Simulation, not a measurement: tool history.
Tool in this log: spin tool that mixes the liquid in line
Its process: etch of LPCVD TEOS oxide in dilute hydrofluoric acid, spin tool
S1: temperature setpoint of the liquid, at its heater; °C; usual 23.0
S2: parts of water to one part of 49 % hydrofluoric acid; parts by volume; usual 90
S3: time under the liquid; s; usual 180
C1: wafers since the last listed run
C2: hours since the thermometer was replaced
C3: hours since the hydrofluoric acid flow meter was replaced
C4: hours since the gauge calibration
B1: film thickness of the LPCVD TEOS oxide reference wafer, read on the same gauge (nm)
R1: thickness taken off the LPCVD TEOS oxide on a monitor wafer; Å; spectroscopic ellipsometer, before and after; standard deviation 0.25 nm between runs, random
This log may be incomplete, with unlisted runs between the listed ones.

| run | hour | S1 | S2 | S3 | C1 | C2 | C3 | C4 | B1 | R1 |
|---|---|---|---|---|---|---|---|---|---|---|
| 1 | 0.0 | 23.0 | 90 | 180 | 0 | 342.1 | 1766.2 | 429.6 | 150.04 | 547.7 |
| 2 | 51.2 | 23.0 | 90 | 180 | 214 | 393.3 | 1817.4 | 480.8 | 149.99 | 550.5 |
| 3 | 155.9 | 23.0 | 90 | 180 | 437 | 498.0 | 1922.1 | 585.5 | 149.94 | 548.1 |
|  | 227.8 | thermometer replaced |
| 4 | 247.5 | 23.0 | 90 | 180 | 378 | 19.7 | 2013.7 | 677.1 | 150.00 | 549.3 |
| 5 | 298.8 | 25.5 | 90 | 130 | 214 | 71.0 | 2065.0 | 728.4 | 150.02 | 437.5 |
|  | 355.1 | hydrofluoric acid flow meter replaced |
| 6 | 392.6 | 25.5 | 90 | 130 | 388 | 164.8 | 37.5 | 822.2 | 149.99 | 436.6 |
| 7 | 438.2 | 23.0 | 120 | 120 | 190 | 210.4 | 83.1 | 867.8 | 149.94 | 265.8 |
| 8 | 502.9 | 23.0 | 120 | 120 | 270 | 275.1 | 147.8 | 932.5 | 150.00 | 265.0 |
| 9 | 543.3 | 23.0 | 90 | 225 | 168 | 315.5 | 188.2 | 972.9 | 150.06 | 684.5 |
| 10 | 585.0 | 21.5 | 130 | 130 | 174 | 357.2 | 229.9 | 1014.6 | 149.97 | 247.1 |
| 11 | 623.9 | 26.0 | 125 | 180 | 162 | 396.1 | 268.8 | 1053.5 | 150.02 | 421.2 |
| 12 | 677.2 | 23.0 | 55 | 125 | 222 | 449.4 | 322.1 | 1106.8 | 149.99 | 647.3 |
|  | 768.5 | gauge calibrated |
| 13 | 771.6 | 23.0 | 135 | 145 | 394 | 543.8 | 416.5 | 3.1 | 150.01 | 280.4 |
|  | 824.6 | thermometer replaced |
| 14 | 836.7 | 23.0 | 90 | 180 | 268 | 12.1 | 481.6 | 68.2 | 149.95 | 546.6 |
| 15 | 916.4 | 23.0 | 90 | 95 | 333 | 91.8 | 561.3 | 147.9 | 150.05 | 289.7 |
| 16 | 1010.9 | 23.0 | 90 | 180 | 395 | 186.3 | 655.8 | 242.4 | 150.01 | 555.0 |
| 17 | 1098.8 | 23.0 | 105 | 180 | 367 | 274.2 | 743.7 | 330.3 | 150.06 | 463.0 |
| 18 | 1145.7 | 23.0 | 90 | 215 | 196 | 321.1 | 790.6 | 377.2 | 149.98 | 658.0 |

How the hidden state differs across the entries between the runs, from the last listed run before each to the first after it:
After run 3, before run 4: thermometer replaced (hour 227.8)
  nothing in the hidden state changes from one run to the other
After run 5, before run 6: hydrofluoric acid flow meter replaced (hour 355.1)
  nothing in the hidden state changes from one run to the other
After run 12, before run 13: gauge calibrated (hour 768.5)
  nothing in the hidden state changes from one run to the other
After run 13, before run 14: thermometer replaced (hour 824.6)
  nothing in the hidden state changes from one run to the other
